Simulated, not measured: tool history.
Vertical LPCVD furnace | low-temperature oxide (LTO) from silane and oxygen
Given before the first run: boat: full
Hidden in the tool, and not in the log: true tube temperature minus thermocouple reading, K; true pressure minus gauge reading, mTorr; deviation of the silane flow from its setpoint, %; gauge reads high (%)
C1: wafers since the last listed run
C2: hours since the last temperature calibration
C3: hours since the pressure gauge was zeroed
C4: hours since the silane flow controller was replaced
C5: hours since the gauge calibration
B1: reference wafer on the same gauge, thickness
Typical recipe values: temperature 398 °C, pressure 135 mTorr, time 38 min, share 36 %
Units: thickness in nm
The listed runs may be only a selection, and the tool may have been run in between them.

run 1 day=0 | temperature=398 pressure=135 time=38 share=36 | C1=0 C2=1632 C3=1042.4 C4=3579.6 C5=47.7 | B1=206.07 | thickness=193.49
run 2 day=0.412 | temperature=398 pressure=135 time=38 share=36 | C1=104 C2=1641.9 C3=1052.3 C4=3589.5 C5=57.6 | B1=205.85 | thickness=193.57
run 3 day=1.158 | temperature=398 pressure=135 time=38 share=36 | C1=188 C2=1659.8 C3=1070.2 C4=3607.4 C5=75.5 | B1=206.02 | thickness=193.14
run 4 day=1.596 | temperature=398 pressure=135 time=38 share=36 | C1=110 C2=1670.3 C3=1080.7 C4=3617.9 C5=86 | B1=206.06 | thickness=194.24
run 5 day=2.096 | temperature=398 pressure=135 time=38 share=36 | C1=126 C2=1682.3 C3=1092.7 C4=3629.9 C5=98 | B1=205.96 | thickness=193.91
run 6 day=2.588 | temperature=398 pressure=135 time=38 share=36 | C1=124 C2=1694.1 C3=1104.5 C4=3641.7 C5=109.8 | B1=205.99 | thickness=193.29
run 7 day=2.908 | temperature=403 pressure=135 time=38 share=36 | C1=81 C2=1701.8 C3=1112.2 C4=3649.4 C5=117.5 | B1=205.97 | thickness=205.6
run 8 day=3.517 | temperature=403 pressure=135 time=38 share=36 | C1=154 C2=1716.4 C3=1126.8 C4=3664 C5=132.1 | B1=205.97 | thickness=204.51
run 9 day=4.417 | temperature=403 pressure=135 time=38 share=36 | C1=228 C2=1738 C3=1148.4 C4=3685.6 C5=153.7 | B1=205.96 | thickness=204.19
-- day=5.758 silane flow controller replaced
-- day=6.338 thermocouples replaced and temperature profile calibrated
run 10 day=6.358 | temperature=398 pressure=140 time=38 share=36 | C1=92 C2=0.5 C3=1195 C4=14.4 C5=200.3 | B1=206.04 | thickness=201.04
run 11 day=6.571 | temperature=398 pressure=140 time=38 share=36 | C1=53 C2=5.6 C3=1200.1 C4=19.5 C5=205.4 | B1=206 | thickness=200.34
-- day=6.692 gauge calibrated
run 12 day=6.783 | temperature=398 pressure=135 time=38 share=36 | C1=53 C2=10.7 C3=1205.2 C4=24.6 C5=2.2 | B1=205.94 | thickness=193.58
run 13 day=6.996 | temperature=398 pressure=135 time=38 share=36 | C1=53 C2=15.8 C3=1210.3 C4=29.7 C5=7.3 | B1=205.94 | thickness=194.44
run 14 day=9.258 | temperature=398 pressure=135 time=38 share=36 | C1=573 C2=70.1 C3=1264.6 C4=84 C5=61.6 | B1=206.14 | thickness=194.32
-- day=11.825 pressure gauge zeroed
run 15 day=11.846 | temperature=398 pressure=150 time=23 share=36 | C1=402 C2=132.2 C3=0.5 C4=146.1 C5=123.7 | B1=206.02 | thickness=124.05
run 16 day=12.058 | temperature=398 pressure=125 time=38 share=36 | C1=53 C2=137.3 C3=5.6 C4=151.2 C5=128.8 | B1=205.96 | thickness=170.45
run 17 day=12.346 | temperature=395 pressure=165 time=24 share=41 | C1=72 C2=144.2 C3=12.5 C4=158.1 C5=135.7 | B1=205.95 | thickness=162.42
run 18 day=12.667 | temperature=394 pressure=105 time=38 share=36 | C1=81 C2=151.9 C3=20.2 C4=165.8 C5=143.4 | B1=206.05 | thickness=137.07
run 19 day=13.292 | temperature=398 pressure=125 time=38 share=36 | C1=158 C2=166.9 C3=35.2 C4=180.8 C5=158.4 | B1=206.14 | thickness=171.36
run 20 day=13.862 | temperature=398 pressure=135 time=38 share=41 | C1=144 C2=180.6 C3=48.9 C4=194.5 C5=172.1 | B1=205.98 | thickness=217.46
run 21 day=14.646 | temperature=392 pressure=165 time=45.5 share=30 | C1=198 C2=199.4 C3=67.7 C4=213.3 C5=190.9 | B1=205.94 | thickness=195.4
run 22 day=15.079 | temperature=398 pressure=135 time=31.5 share=36 | C1=109 C2=209.8 C3=78.1 C4=223.7 C5=201.3 | B1=205.93 | thickness=153.77
run 23 day=15.488 | temperature=402 pressure=135 time=38 share=36 | C1=103 C2=219.6 C3=87.9 C4=233.5 C5=211.1 | B1=206.07 | thickness=194.09
run 24 day=15.833 | temperature=394 pressure=135 time=38 share=41 | C1=87 C2=227.9 C3=96.2 C4=241.8 C5=219.4 | B1=206.04 | thickness=208.76

Some steps in thickness between neighbouring runs. How much of each would the tool show without its hidden state too (settings, what came in, random variation), and how much is left for the hidden state, with any gauge scatter that isn't in both results?
Run 6 -> 7: temperature 398 -> 403. thickness +12.31 nm: hidden state +0.58, all else +11.73.
Run 14 -> 15: pressure 135 -> 150, time 38 -> 23, pressure gauge zeroed. thickness -70.27 nm: hidden state -9.5, all else -60.77.
Run 15 -> 16: pressure 150 -> 125, time 23 -> 38. thickness +46.4 nm: hidden state -0.08, all else +46.48.
